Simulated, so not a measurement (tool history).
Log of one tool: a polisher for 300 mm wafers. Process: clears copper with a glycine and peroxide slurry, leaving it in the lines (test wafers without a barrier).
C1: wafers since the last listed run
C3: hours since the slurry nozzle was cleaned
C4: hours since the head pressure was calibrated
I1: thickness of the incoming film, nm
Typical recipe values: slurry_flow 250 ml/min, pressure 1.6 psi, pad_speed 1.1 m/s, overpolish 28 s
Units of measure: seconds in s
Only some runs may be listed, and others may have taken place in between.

{"run": 1, "hour": 0.0, "slurry_flow": 220, "pressure": 1.6, "pad_speed": 1.1, "overpolish": 28, "C1": 0, "wafers polished on this pad": 6, "C3": 648.9, "C4": 954.6, "I1": 629.1, "seconds": 144.3}
{"hour": 7.0, "done": "slurry nozzle cleaned"}
{"run": 2, "hour": 68.8, "slurry_flow": 220, "pressure": 1.6, "pad_speed": 1.1, "overpolish": 28, "C1": 487, "wafers polished on this pad": 493, "C3": 61.8, "C4": 1023.4, "I1": 623.1, "seconds": 143.9}
{"run": 3, "hour": 124.0, "slurry_flow": 250, "pressure": 1.6, "pad_speed": 1.1, "overpolish": 22, "C1": 396, "wafers polished on this pad": 890, "C3": 117, "C4": 1078.6, "I1": 621.3, "seconds": 140.5}
{"run": 4, "hour": 153.8, "slurry_flow": 250, "pressure": 1.6, "pad_speed": 1.1, "overpolish": 28, "C1": 214, "wafers polished on this pad": 1104, "C3": 146.8, "C4": 1108.4, "I1": 621, "seconds": 143.7}
{"run": 5, "hour": 180.5, "slurry_flow": 250, "pressure": 1.6, "pad_speed": 1.1, "overpolish": 28, "C1": 191, "wafers polished on this pad": 1296, "C3": 173.5, "C4": 1135.1, "I1": 615.1, "seconds": 138.5}
{"hour": 227.2, "done": "worn pad replaced by a new one"}
{"run": 6, "hour": 236.8, "slurry_flow": 250, "pressure": 1.6, "pad_speed": 1.1, "overpolish": 28, "C1": 375, "wafers polished on this pad": 68, "C3": 229.8, "C4": 1191.4, "I1": 617.9, "seconds": 138}
{"run": 7, "hour": 263.2, "slurry_flow": 250, "pressure": 1.6, "pad_speed": 1.1, "overpolish": 28, "C1": 189, "wafers polished on this pad": 258, "C3": 256.2, "C4": 1217.8, "I1": 622.9, "seconds": 138.6}
{"hour": 287.4, "done": "head pressure recalibrated"}
{"run": 8, "hour": 335.0, "slurry_flow": 250, "pressure": 1.6, "pad_speed": 1.1, "overpolish": 28, "C1": 501, "wafers polished on this pad": 760, "C3": 328, "C4": 47.6, "I1": 614.4, "seconds": 149}
{"run": 9, "hour": 386.8, "slurry_flow": 250, "pressure": 1.6, "pad_speed": 1.1, "overpolish": 28, "C1": 372, "wafers polished on this pad": 1132, "C3": 379.8, "C4": 99.4, "I1": 626.9, "seconds": 152.6}
{"hour": 423.2, "done": "worn pad replaced by a new one"}
{"run": 10, "hour": 457.9, "slurry_flow": 250, "pressure": 1.6, "pad_speed": 1.1, "overpolish": 28, "C1": 482, "wafers polished on this pad": 249, "C3": 450.9, "C4": 170.5, "I1": 613.8, "seconds": 148}
{"run": 11, "hour": 508.5, "slurry_flow": 250, "pressure": 1.6, "pad_speed": 1.46, "overpolish": 33, "C1": 363, "wafers polished on this pad": 613, "C3": 501.5, "C4": 221.1, "I1": 611.5, "seconds": 120}
{"run": 12, "hour": 546.2, "slurry_flow": 330, "pressure": 1.3, "pad_speed": 1.38, "overpolish": 45, "C1": 270, "wafers polished on this pad": 884, "C3": 539.2, "C4": 258.8, "I1": 616.7, "seconds": 138.9}
{"run": 13, "hour": 571.8, "slurry_flow": 250, "pressure": 1.6, "pad_speed": 1.1, "overpolish": 28, "C1": 184, "wafers polished on this pad": 1068, "C3": 564.8, "C4": 284.4, "I1": 614, "seconds": 148.1}
{"hour": 603.9, "done": "worn pad replaced by a new one"}
{"run": 14, "hour": 609.9, "slurry_flow": 250, "pressure": 1.8, "pad_speed": 1.1, "overpolish": 28, "C1": 245, "wafers polished on this pad": 43, "C3": 602.9, "C4": 322.5, "I1": 620.4, "seconds": 142.1}
{"run": 15, "hour": 655.0, "slurry_flow": 250, "pressure": 1.6, "pad_speed": 1.24, "overpolish": 17, "C1": 324, "wafers polished on this pad": 367, "C3": 648, "C4": 367.6, "I1": 617.4, "seconds": 138}
{"hour": 673.5, "done": "slurry nozzle cleaned"}
{"run": 16, "hour": 723.1, "slurry_flow": 250, "pressure": 1.6, "pad_speed": 1.1, "overpolish": 36, "C1": 482, "wafers polished on this pad": 849, "C3": 49.6, "C4": 435.7, "I1": 620.9, "seconds": 145.5}
{"run": 17, "hour": 782.8, "slurry_flow": 210, "pressure": 1.6, "pad_speed": 1.36, "overpolish": 18, "C1": 429, "wafers polished on this pad": 1278, "C3": 109.3, "C4": 495.4, "I1": 607.4, "seconds": 122.4}
{"hour": 809.3, "done": "worn pad replaced by a new one"}
{"run": 18, "hour": 834.1, "slurry_flow": 250, "pressure": 1.6, "pad_speed": 1.1, "overpolish": 28, "C1": 339, "wafers polished on this pad": 178, "C3": 160.6, "C4": 546.7, "I1": 618.9, "seconds": 153.2}
{"run": 19, "hour": 883.8, "slurry_flow": 250, "pressure": 2.1, "pad_speed": 1.1, "overpolish": 28, "C1": 357, "wafers polished on this pad": 535, "C3": 210.3, "C4": 596.4, "I1": 608.1, "seconds": 121.5}
{"run": 20, "hour": 930.0, "slurry_flow": 250, "pressure": 1.6, "pad_speed": 1.1, "overpolish": 28, "C1": 332, "wafers polished on this pad": 867, "C3": 256.5, "C4": 642.6, "I1": 619.5, "seconds": 146.2}

Hidden state at the last listed run before each entry between runs and at the first one after, where it differs:
Runs 1 to 2: slurry nozzle cleaned (hour 7)
  deviation of the head's pressure from its setpoint, %: 8.74 -> 9.84
  the result without the hidden state subtracted from the measured one, seconds: -7.5 -> -8.5 s
Runs 5 to 6: worn pad replaced by a new one (hour 227.2)
  deviation of the head's pressure from its setpoint, %: 11.8 -> 12.8
  the result without the hidden state subtracted from the measured one, seconds: -9.7 -> -10.5 s
Runs 7 to 8: head pressure recalibrated (hour 287.4)
  deviation of the head's pressure from its setpoint, %: 13.4 -> -1.98
  the result without the hidden state subtracted from the measured one, seconds: -11 -> +1.8 s
Runs 9 to 10: worn pad replaced by a new one (hour 423.2)
  deviation of the head's pressure from its setpoint, %: -1.92 -> -1.77
  the result without the hidden state subtracted from the measured one, seconds: +1.7 -> +1.5 s
Runs 13 to 14: worn pad replaced by a new one (hour 603.9)
  deviation of the head's pressure from its setpoint, %: -1.35 -> -1.16
  the result without the hidden state subtracted from the measured one, seconds: +1.2 -> +1 s
Runs 15 to 16: slurry nozzle cleaned (hour 673.5)
  deviation of the head's pressure from its setpoint, %: -0.91 -> -0.468
  the result without the hidden state subtracted from the measured one, seconds: +0.8 -> +0.4 s
Runs 17 to 18: worn pad replaced by a new one (hour 809.3)
  deviation of the head's pressure from its setpoint, %: -0.0195 -> 0.412
  the result without the hidden state subtracted from the measured one, seconds: +0 -> -0.4 s
